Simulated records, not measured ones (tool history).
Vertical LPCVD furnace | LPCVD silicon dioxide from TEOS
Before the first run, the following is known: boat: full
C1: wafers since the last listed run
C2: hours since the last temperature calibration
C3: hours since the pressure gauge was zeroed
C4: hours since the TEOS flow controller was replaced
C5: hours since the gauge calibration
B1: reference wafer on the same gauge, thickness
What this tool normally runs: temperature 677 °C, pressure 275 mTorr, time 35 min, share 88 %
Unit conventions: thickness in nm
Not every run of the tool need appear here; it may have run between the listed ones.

Run 1, hour 0: usual settings but temperature 680 °C, share 97 %; C1 0; C2 30.2; C3 3841; C4 4779.3; C5 1173.4; B1 153.77. Result: thickness 176.48 nm.
Run 2, hour 15: usual settings but temperature 680 °C, share 97 %; C1 210; C2 45.2; C3 3856; C4 4794.3; C5 1188.4; B1 153.89. Result: thickness 177.43 nm.
Run 3, hour 44.8: usual settings; C1 419; C2 75; C3 3885.8; C4 4824.1; C5 1218.2; B1 153.88. Result: thickness 156.67 nm.
Run 4, hour 68.9: usual settings; C1 338; C2 99.1; C3 3909.9; C4 4848.2; C5 1242.3; B1 153.93. Result: thickness 156.26 nm.
Run 5, hour 87.7: usual settings; C1 264; C2 117.9; C3 3928.7; C4 4867; C5 1261.1; B1 154.11. Result: thickness 157.07 nm.
Run 6, hour 119.6: usual settings but pressure 255 mTorr; C1 448; C2 149.8; C3 3960.6; C4 4898.9; C5 1293; B1 154.12. Result: thickness 150.61 nm.
Run 7, hour 149: usual settings but pressure 255 mTorr; C1 413; C2 179.2; C3 3990; C4 4928.3; C5 1322.4; B1 154.11. Result: thickness 151.12 nm.
At hour 204.8: gauge calibrated.
Run 8, hour 229.9: usual settings but pressure 225 mTorr; C1 1137; C2 260.1; C3 4070.9; C4 5009.2; C5 25.1; B1 152.03. Result: thickness 140.03 nm.
At hour 255.1: pressure gauge zeroed.
Run 9, hour 255.6: usual settings; C1 23; C2 285.8; C3 0.5; C4 5034.9; C5 50.8; B1 152.17. Result: thickness 155.23 nm.
Run 10, hour 273.9: usual settings but temperature 689 °C, share 97 %; C1 257; C2 304.1; C3 18.8; C4 5053.2; C5 69.1; B1 152.17. Result: thickness 216.67 nm.
Run 11, hour 306.2: usual settings; C1 454; C2 336.4; C3 51.1; C4 5085.5; C5 101.4; B1 152.02. Result: thickness 155.06 nm.
Run 12, hour 322: usual settings but temperature 685 °C, pressure 250 mTorr, time 44 min, share 93 %; C1 222; C2 352.2; C3 66.9; C4 5101.3; C5 117.2; B1 152.11. Result: thickness 231.08 nm.
Run 13, hour 338.5: usual settings but temperature 672 °C, pressure 315 mTorr, time 48.5 min, share 97 %; C1 232; C2 368.7; C3 83.4; C4 5117.8; C5 133.7; B1 152.24. Result: thickness 212.6 nm.
Run 14, hour 370: usual settings but temperature 683 °C, pressure 235 mTorr, share 97 %; C1 442; C2 400.2; C3 114.9; C4 5149.3; C5 165.2; B1 152.2. Result: thickness 172.59 nm.
Run 15, hour 390.9: usual settings; C1 293; C2 421.1; C3 135.8; C4 5170.2; C5 186.1; B1 152.18. Result: thickness 154.59 nm.
Run 16, hour 421: usual settings but pressure 240 mTorr, time 41 min, share 83 %; C1 423; C2 451.2; C3 165.9; C4 5200.3; C5 216.2; B1 152.18. Result: thickness 164.04 nm.
Run 17, hour 445: usual settings but share 82 %; C1 337; C2 475.2; C3 189.9; C4 5224.3; C5 240.2; B1 152.05. Result: thickness 149.67 nm.
Run 18, hour 467.7: usual settings but temperature 667 °C, pressure 235 mTorr, share 97 %; C1 319; C2 497.9; C3 212.6; C4 5247; C5 262.9; B1 152.29. Result: thickness 117.45 nm.
At hour 497.7: TEOS flow controller replaced.
Run 19, hour 498.2: usual settings; C1 91; C2 528.4; C3 243.1; C4 0.5; C5 293.4; B1 152.18. Result: thickness 154.17 nm.
Run 20, hour 582.6: usual settings; C1 1186; C2 612.8; C3 327.5; C4 84.9; C5 377.8; B1 152.4. Result: thickness 155.35 nm.
Run 21, hour 611: usual settings but time 24.5 min; C1 399; C2 641.2; C3 355.9; C4 113.3; C5 406.2; B1 152.26. Result: thickness 108.47 nm.
Run 22, hour 641.5: usual settings but temperature 687 °C; C1 428; C2 671.7; C3 386.4; C4 143.8; C5 436.7; B1 152.26. Result: thickness 196.21 nm.
Run 23, hour 677.5: usual settings; C1 506; C2 707.7; C3 422.4; C4 179.8; C5 472.7; B1 152.26. Result: thickness 155.29 nm.
Run 24, hour 701.6: usual settings but pressure 335 mTorr, time 26 min, share 94 %; C1 338; C2 731.8; C3 446.5; C4 203.9; C5 496.8; B1 152.44. Result: thickness 131.63 nm.
Run 25, hour 731.7: usual settings; C1 423; C2 761.9; C3 476.6; C4 234; C5 526.9; B1 152.44. Result: thickness 155.5 nm.
Run 26, hour 758: usual settings but temperature 673 °C, pressure 240 mTorr; C1 369; C2 788.2; C3 502.9; C4 260.3; C5 553.2; B1 152.41. Result: thickness 131.79 nm.
Run 27, hour 777.9: usual settings; C1 279; C2 808.1; C3 522.8; C4 280.2; C5 573.1; B1 152.55. Result: thickness 155.26 nm.
Run 28, hour 804.3: usual settings but temperature 688 °C, time 45.5 min; C1 371; C2 834.5; C3 549.2; C4 306.6; C5 599.5; B1 152.42. Result: thickness 263.08 nm.
Run 29, hour 830.6: usual settings but temperature 685 °C, pressure 250 mTorr, time 44.5 min, share 97 %; C1 369; C2 860.8; C3 575.5; C4 332.9; C5 625.8; B1 152.59. Result: thickness 239.03 nm.
Run 30, hour 863.4: usual settings; C1 461; C2 893.6; C3 608.3; C4 365.7; C5 658.6; B1 152.6. Result: thickness 154.98 nm.
Run 31, hour 895.4: usual settings; C1 450; C2 925.6; C3 640.3; C4 397.7; C5 690.6; B1 152.63. Result: thickness 155.64 nm.

Here are 4 independent what-if runs from the current tool condition. What would each one return?
Run A, hour 899.6: usual settings; C1 59; C2 929.8; C3 644.5; C4 401.9; C5 694.8; B1 ?. Result: thickness ?.
Run B, hour 899.6: usual settings but pressure 255 mTorr, time 25.5 min, share 97 %; C1 59; C2 929.8; C3 644.5; C4 401.9; C5 694.8; B1 ?. Result: thickness ?.
Run C, hour 899.6: usual settings but temperature 666 °C, pressure 230 mTorr, time 39.5 min, share 97 %; C1 59; C2 929.8; C3 644.5; C4 401.9; C5 694.8; B1 ?. Result: thickness ?.
Run D, hour 899.6: usual settings but temperature 680 °C, time 28 min; C1 59; C2 929.8; C3 644.5; C4 401.9; C5 694.8; B1 ?. Result: thickness ?.

run      B1  thickness
  A  152.57     155.22
  B  152.57     114.33
  C  152.57     128.18
  D  152.57     133.58
The same runs, with their run-to-run variation unchanged, on a tool lacking any hidden condition would have given:
run  thickness
  A     154.56
  B     113.85
  C     127.63
  D     133.01
